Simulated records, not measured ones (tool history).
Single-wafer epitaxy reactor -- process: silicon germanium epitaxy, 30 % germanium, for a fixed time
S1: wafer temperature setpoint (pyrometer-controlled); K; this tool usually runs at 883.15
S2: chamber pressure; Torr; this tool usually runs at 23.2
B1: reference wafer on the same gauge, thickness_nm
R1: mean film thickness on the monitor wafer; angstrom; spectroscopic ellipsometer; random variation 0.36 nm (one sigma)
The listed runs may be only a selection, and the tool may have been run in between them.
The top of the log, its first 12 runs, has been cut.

| run | hour | S1 | S2 | B1 | R1 |
|---|---|---|---|---|---|
| 13 | 654.4 | 883.15 | 25.1 | 63.111 | 790.09 |
| 14 | 720.2 | 891.15 | 23.2 | 62.972 | 896.06 |
| 15 | 782.6 | 883.15 | 23.2 | 63.055 | 763.16 |
| 16 | 839.6 | 875.15 | 20.9 | 63.043 | 627.78 |
| 17 | 899.7 | 883.15 | 17.9 | 63.086 | 699.28 |
| 18 | 940.9 | 893.15 | 17.5 | 62.994 | 849.48 |
|  | 984.3 | pyrometer calibrated |
| 19 | 984.8 | 883.15 | 23.2 | 63.029 | 746.82 |
| 20 | 1048.7 | 873.15 | 25.9 | 62.998 | 633.97 |
| 21 | 1119.5 | 879.15 | 28.8 | 62.995 | 742.48 |
| 22 | 1154.9 | 875.15 | 25.8 | 62.960 | 659.54 |
| 23 | 1194.5 | 876.15 | 18.4 | 62.959 | 600.84 |
|  | 1221.5 | showerhead replaced |
| 24 | 1250.0 | 893.15 | 28.0 | 63.038 | 986.92 |
| 25 | 1312.8 | 883.15 | 23.2 | 63.017 | 753.30 |
| 26 | 1374.6 | 883.15 | 23.2 | 62.891 | 747.09 |
| 27 | 1438.7 | 875.15 | 19.5 | 63.076 | 594.33 |
| 28 | 1478.7 | 871.15 | 25.3 | 62.920 | 601.64 |
| 29 | 1515.7 | 891.15 | 21.6 | 62.916 | 866.81 |
| 30 | 1547.5 | 887.15 | 26.1 | 62.847 | 854.33 |
|  | 1572.6 | gauge calibrated |
| 31 | 1614.8 | 883.15 | 25.5 | 63.135 | 782.98 |
| 32 | 1647.9 | 883.15 | 23.2 | 62.888 | 749.66 |
| 33 | 1681.2 | 879.15 | 27.0 | 62.995 | 729.90 |
| 34 | 1746.5 | 883.15 | 23.2 | 62.956 | 750.73 |
| 35 | 1817.9 | 883.15 | 18.6 | 63.017 | 695.25 |

What if the next run were any one of these 4? Each begins from the tool's condition after run 35:
| A | 1818.3 | 889.15 | 23.2 | ? | ? |
| B | 1818.3 | 878.15 | 23.2 | ? | ? |
| C | 1818.3 | 877.15 | 26.0 | ? | ? |
| D | 1818.3 | 897.15 | 27.8 | ? | ? |

| run | B1 | R1 |
|---|---|---|
| A | 63.145 | 848.01 |
| B | 63.145 | 678.12 |
| C | 63.145 | 691.86 |
| D | 63.145 | 1060.40 |
Without the tool's hidden state the same runs would have given:
| run | R1 |
|---|---|
| A | 846.46 |
| B | 676.84 |
| C | 690.55 |
| D | 1058.50 |
